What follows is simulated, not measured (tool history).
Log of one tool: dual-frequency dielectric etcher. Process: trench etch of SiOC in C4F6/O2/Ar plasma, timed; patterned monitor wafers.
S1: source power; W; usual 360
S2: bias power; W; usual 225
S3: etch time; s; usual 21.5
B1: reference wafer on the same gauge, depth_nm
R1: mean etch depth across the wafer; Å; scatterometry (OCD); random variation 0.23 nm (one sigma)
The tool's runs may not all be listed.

run    hour   S1   S2    S3     B1     R1
  1       0  360  225  21.5  53.19  494.6
  2      38  360  225  21.5  53.14    491
  3   128.4  400  225  25.5  53.21  618.9
  4   279.4  360  225  24.5  53.18  562.6
  5   338.3  360  225  24.5  53.23  567.1
  6   368.4  360  225  24.5  53.21  568.9
  7   415.7  360  225  21.5  53.23    499
  8   465.1  390  225  17.5  53.21  421.7
      478.9  -- gauge calibrated
  9   495.5  390  225  17.5  53.24  424.9
 10   531.6  390  225  17.5  53.19  424.7
        580  -- wet clean of the chamber
 11   582.6  360  225  21.5  53.18  497.6
 12   641.4  360  225  21.5  53.22    500
 13   682.3  360  225  21.5   53.2  502.8
 14   710.8  300  262    20  53.19  445.5
 15   756.2  280  241    17  53.22  354.2
      809.8  -- upper electrode replaced
 16   816.8  310  252  17.5  53.14  387.9
      882.3  -- bias power generator calibrated
 17   989.3  450  225  21.5  53.19  562.3
 18  1035.4  360  225  21.5  53.19  496.7
 19  1095.8  360  225  21.5  53.24  496.3
     1114.1  -- source power generator calibrated
 20  1127.1  360  225  24.5  53.15  557.2
 21  1172.6  320  280    25  53.26  581.6
 22  1197.8  360  225  21.5   53.2    490
 23  1235.3  450  225    25  53.22  645.1
 24  1259.6  360  246  21.5  53.22    511
     1297.7  -- wet clean of the chamber
 25  1373.5  360  225  21.5  53.24  492.2
 26    1425  280  225  25.5  53.19  509.8

4 ways to go on from here, each from the tool as it stands after run 26. What would each give?
  A  1425.4  360  225  21.5   ?   ?
  B  1425.4  300  263  15.5   ?   ?
  C  1425.4  390  193  25.5   ?   ?
  D  1425.4  330  225  21.5   ?   ?

run     B1     R1
  A  53.21  491.7
  B  53.21  339.7
  C  53.21  576.8
  D  53.21  469.5
Without the tool's hidden state the same runs would have given:
run     R1
  A  485.1
  B  335.2
  C  568.9
  D  463.2
